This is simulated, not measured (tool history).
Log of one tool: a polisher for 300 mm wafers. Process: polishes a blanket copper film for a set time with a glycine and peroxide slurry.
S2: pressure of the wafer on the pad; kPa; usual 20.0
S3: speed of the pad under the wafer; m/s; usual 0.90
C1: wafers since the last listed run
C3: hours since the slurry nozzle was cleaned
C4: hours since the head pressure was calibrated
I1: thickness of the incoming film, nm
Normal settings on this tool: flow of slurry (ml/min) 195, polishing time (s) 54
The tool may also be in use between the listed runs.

run 1 hour=0.0 | flow_of_slurry_(ml/min)=195 S2=20.0 S3=0.90 polishing_time_(s)=54 | C1=0 wafers_polished_on_this_pad=972 C3=142.1 C4=102.4 | I1=1821.9 | film_removed_(angstrom)=2296
run 2 hour=46.7 | flow_of_slurry_(ml/min)=195 S2=20.0 S3=0.90 polishing_time_(s)=54 | C1=326 wafers_polished_on_this_pad=1298 C3=188.8 C4=149.1 | I1=1882.3 | film_removed_(angstrom)=2243
run 3 hour=126.4 | flow_of_slurry_(ml/min)=195 S2=20.0 S3=0.90 polishing_time_(s)=54 | C1=556 wafers_polished_on_this_pad=1854 C3=268.5 C4=228.8 | I1=1862.4 | film_removed_(angstrom)=2226
run 4 hour=177.3 | flow_of_slurry_(ml/min)=195 S2=20.0 S3=0.90 polishing_time_(s)=54 | C1=355 wafers_polished_on_this_pad=2210 C3=319.4 C4=279.7 | I1=1854.0 | film_removed_(angstrom)=2170
run 5 hour=235.1 | flow_of_slurry_(ml/min)=195 S2=20.0 S3=0.90 polishing_time_(s)=54 | C1=403 wafers_polished_on_this_pad=2614 C3=377.2 C4=337.5 | I1=1832.6 | film_removed_(angstrom)=2183
run 6 hour=330.5 | flow_of_slurry_(ml/min)=195 S2=20.0 S3=0.90 polishing_time_(s)=54 | C1=666 wafers_polished_on_this_pad=3280 C3=472.6 C4=432.9 | I1=1841.8 | film_removed_(angstrom)=2131
-- hour=421.8 slurry nozzle cleaned
run 7 hour=422.3 | flow_of_slurry_(ml/min)=195 S2=20.0 S3=0.90 polishing_time_(s)=54 | C1=634 wafers_polished_on_this_pad=3914 C3=0.5 C4=524.7 | I1=1838.0 | film_removed_(angstrom)=2347
-- hour=434.9 head pressure recalibrated
-- hour=454.6 worn pad replaced by a new one
run 8 hour=515.5 | flow_of_slurry_(ml/min)=195 S2=20.0 S3=0.90 polishing_time_(s)=54 | C1=608 wafers_polished_on_this_pad=424 C3=93.7 C4=80.6 | I1=1852.1 | film_removed_(angstrom)=2283
run 9 hour=587.8 | flow_of_slurry_(ml/min)=195 S2=20.0 S3=0.90 polishing_time_(s)=54 | C1=504 wafers_polished_on_this_pad=929 C3=166.0 C4=152.9 | I1=1816.5 | film_removed_(angstrom)=2264
run 10 hour=640.6 | flow_of_slurry_(ml/min)=195 S2=20.0 S3=0.90 polishing_time_(s)=54 | C1=368 wafers_polished_on_this_pad=1298 C3=218.8 C4=205.7 | I1=1853.3 | film_removed_(angstrom)=2221
run 11 hour=704.8 | flow_of_slurry_(ml/min)=195 S2=20.0 S3=0.90 polishing_time_(s)=54 | C1=448 wafers_polished_on_this_pad=1746 C3=283.0 C4=269.9 | I1=1858.7 | film_removed_(angstrom)=2148
run 12 hour=742.8 | flow_of_slurry_(ml/min)=195 S2=20.0 S3=0.90 polishing_time_(s)=54 | C1=265 wafers_polished_on_this_pad=2012 C3=321.0 C4=307.9 | I1=1858.1 | film_removed_(angstrom)=2188
run 13 hour=783.8 | flow_of_slurry_(ml/min)=195 S2=20.0 S3=0.90 polishing_time_(s)=54 | C1=286 wafers_polished_on_this_pad=2298 C3=362.0 C4=348.9 | I1=1872.6 | film_removed_(angstrom)=2192
run 14 hour=853.4 | flow_of_slurry_(ml/min)=195 S2=20.0 S3=0.90 polishing_time_(s)=54 | C1=486 wafers_polished_on_this_pad=2784 C3=431.6 C4=418.5 | I1=1847.5 | film_removed_(angstrom)=2112
run 15 hour=928.5 | flow_of_slurry_(ml/min)=195 S2=20.0 S3=0.90 polishing_time_(s)=54 | C1=524 wafers_polished_on_this_pad=3308 C3=506.7 C4=493.6 | I1=1849.4 | film_removed_(angstrom)=2101
run 16 hour=1000.1 | flow_of_slurry_(ml/min)=235 S2=24.1 S3=1.08 polishing_time_(s)=38 | C1=499 wafers_polished_on_this_pad=3808 C3=578.3 C4=565.2 | I1=1847.8 | film_removed_(angstrom)=2078
run 17 hour=1078.0 | flow_of_slurry_(ml/min)=260 S2=14.5 S3=0.72 polishing_time_(s)=37 | C1=543 wafers_polished_on_this_pad=4352 C3=656.2 C4=643.1 | I1=1848.2 | film_removed_(angstrom)=981
-- hour=1090.6 slurry nozzle cleaned
-- hour=1105.6 head pressure recalibrated
run 18 hour=1154.8 | flow_of_slurry_(ml/min)=195 S2=20.0 S3=0.90 polishing_time_(s)=54 | C1=515 wafers_polished_on_this_pad=4868 C3=64.2 C4=49.2 | I1=1864.0 | film_removed_(angstrom)=2331
-- hour=1170.1 worn pad replaced by a new one
run 19 hour=1422.4 | flow_of_slurry_(ml/min)=175 S2=20.0 S3=1.20 polishing_time_(s)=41 | C1=1840 wafers_polished_on_this_pad=1761 C3=331.8 C4=316.8 | I1=1828.1 | film_removed_(angstrom)=2104
run 20 hour=1477.2 | flow_of_slurry_(ml/min)=145 S2=20.0 S3=0.90 polishing_time_(s)=54 | C1=382 wafers_polished_on_this_pad=2144 C3=386.6 C4=371.6 | I1=1822.7 | film_removed_(angstrom)=2045
run 21 hour=1546.3 | flow_of_slurry_(ml/min)=195 S2=20.0 S3=0.90 polishing_time_(s)=54 | C1=482 wafers_polished_on_this_pad=2626 C3=455.7 C4=440.7 | I1=1858.1 | film_removed_(angstrom)=2201
run 22 hour=1616.7 | flow_of_slurry_(ml/min)=195 S2=20.0 S3=0.90 polishing_time_(s)=54 | C1=491 wafers_polished_on_this_pad=3118 C3=526.1 C4=511.1 | I1=1839.2 | film_removed_(angstrom)=2183
run 23 hour=1672.8 | flow_of_slurry_(ml/min)=145 S2=20.0 S3=1.00 polishing_time_(s)=54 | C1=391 wafers_polished_on_this_pad=3510 C3=582.2 C4=567.2 | I1=1860.7 | film_removed_(angstrom)=2209
run 24 hour=1728.2 | flow_of_slurry_(ml/min)=175 S2=22.1 S3=1.06 polishing_time_(s)=69 | C1=386 wafers_polished_on_this_pad=3897 C3=637.6 C4=622.6 | I1=1858.8 | film_removed_(angstrom)=3286
-- hour=1736.7 head pressure recalibrated
-- hour=1750.5 worn pad replaced by a new one
-- hour=1794.4 slurry nozzle cleaned
run 25 hour=1814.1 | flow_of_slurry_(ml/min)=195 S2=20.0 S3=0.90 polishing_time_(s)=54 | C1=550 wafers_polished_on_this_pad=437 C3=19.7 C4=77.4 | I1=1837.3 | film_removed_(angstrom)=2351
run 26 hour=1897.2 | flow_of_slurry_(ml/min)=195 S2=20.0 S3=0.90 polishing_time_(s)=46 | C1=580 wafers_polished_on_this_pad=1017 C3=102.8 C4=160.5 | I1=1862.7 | film_removed_(angstrom)=1967
run 27 hour=1965.5 | flow_of_slurry_(ml/min)=235 S2=26.9 S3=0.90 polishing_time_(s)=54 | C1=476 wafers_polished_on_this_pad=1494 C3=171.1 C4=228.8 | I1=1844.0 | film_removed_(angstrom)=3096
run 28 hour=2036.2 | flow_of_slurry_(ml/min)=235 S2=16.5 S3=0.72 polishing_time_(s)=61 | C1=493 wafers_polished_on_this_pad=1988 C3=241.8 C4=299.5 | I1=1862.4 | film_removed_(angstrom)=1891
run 29 hour=2136.6 | flow_of_slurry_(ml/min)=235 S2=20.0 S3=0.90 polishing_time_(s)=54 | C1=701 wafers_polished_on_this_pad=2689 C3=342.2 C4=399.9 | I1=1836.8 | film_removed_(angstrom)=2234
run 30 hour=2226.0 | flow_of_slurry_(ml/min)=125 S2=20.0 S3=0.90 polishing_time_(s)=54 | C1=624 wafers_polished_on_this_pad=3313 C3=431.6 C4=489.3 | I1=1856.4 | film_removed_(angstrom)=1835
run 31 hour=2316.8 | flow_of_slurry_(ml/min)=250 S2=16.5 S3=0.90 polishing_time_(s)=43 | C1=634 wafers_polished_on_this_pad=3947 C3=522.4 C4=580.1 | I1=1877.9 | film_removed_(angstrom)=1548
-- hour=2342.7 head pressure recalibrated
run 32 hour=2358.2 | flow_of_slurry_(ml/min)=250 S2=14.5 S3=0.90 polishing_time_(s)=54 | C1=275 wafers_polished_on_this_pad=4222 C3=563.8 C4=15.5 | I1=1851.5 | film_removed_(angstrom)=1737
-- hour=2383.4 slurry nozzle cleaned
run 33 hour=2431.1 | flow_of_slurry_(ml/min)=195 S2=20.0 S3=0.90 polishing_time_(s)=54 | C1=502 wafers_polished_on_this_pad=4724 C3=47.7 C4=88.4 | I1=1818.5 | film_removed_(angstrom)=2394
-- hour=2437.0 worn pad replaced by a new one
run 34 hour=2472.8 | flow_of_slurry_(ml/min)=195 S2=22.8 S3=0.90 polishing_time_(s)=54 | C1=263 wafers_polished_on_this_pad=249 C3=89.4 C4=130.1 | I1=1840.2 | film_removed_(angstrom)=2577
run 35 hour=2570.5 | flow_of_slurry_(ml/min)=140 S2=20.0 S3=0.90 polishing_time_(s)=37 | C1=682 wafers_polished_on_this_pad=931 C3=187.1 C4=227.8 | I1=1865.0 | film_removed_(angstrom)=1433
run 36 hour=2619.1 | flow_of_slurry_(ml/min)=195 S2=20.0 S3=0.90 polishing_time_(s)=54 | C1=339 wafers_polished_on_this_pad=1271 C3=235.7 C4=276.4 | I1=1835.1 | film_removed_(angstrom)=2251

Exercise: give the hidden state of the tool at every run:
removal rate lost through wear of the pad, %: 0 in every run
deviation of the head's pressure from its setpoint, %: 0 in every run
H1: slurry flow missing at the pad, %
run=1 H1=23.5
run=2 H1=27.7
run=3 H1=33.1
run=4 H1=35.7
run=5 H1=37.9
run=6 H1=40.4
run=7 H1=6.92
run=8 H1=22
run=9 H1=29.9
run=10 H1=34.1
run=11 H1=38
run=12 H1=39.8
run=13 H1=41.5
run=14 H1=43.6
run=15 H1=45.2
run=16 H1=46.3
run=17 H1=47.1
run=18 H1=11.8
run=19 H1=34.1
run=20 H1=36.1
run=21 H1=38
run=22 H1=39.3
run=23 H1=40.1
run=24 H1=40.8
run=25 H1=7.24
run=26 H1=19.8
run=27 H1=27
run=28 H1=32.3
run=29 H1=37.3
run=30 H1=40.2
run=31 H1=42.1
run=32 H1=42.7
run=33 H1=12.3
run=34 H1=18.3
run=35 H1=28.6
run=36 H1=32.1
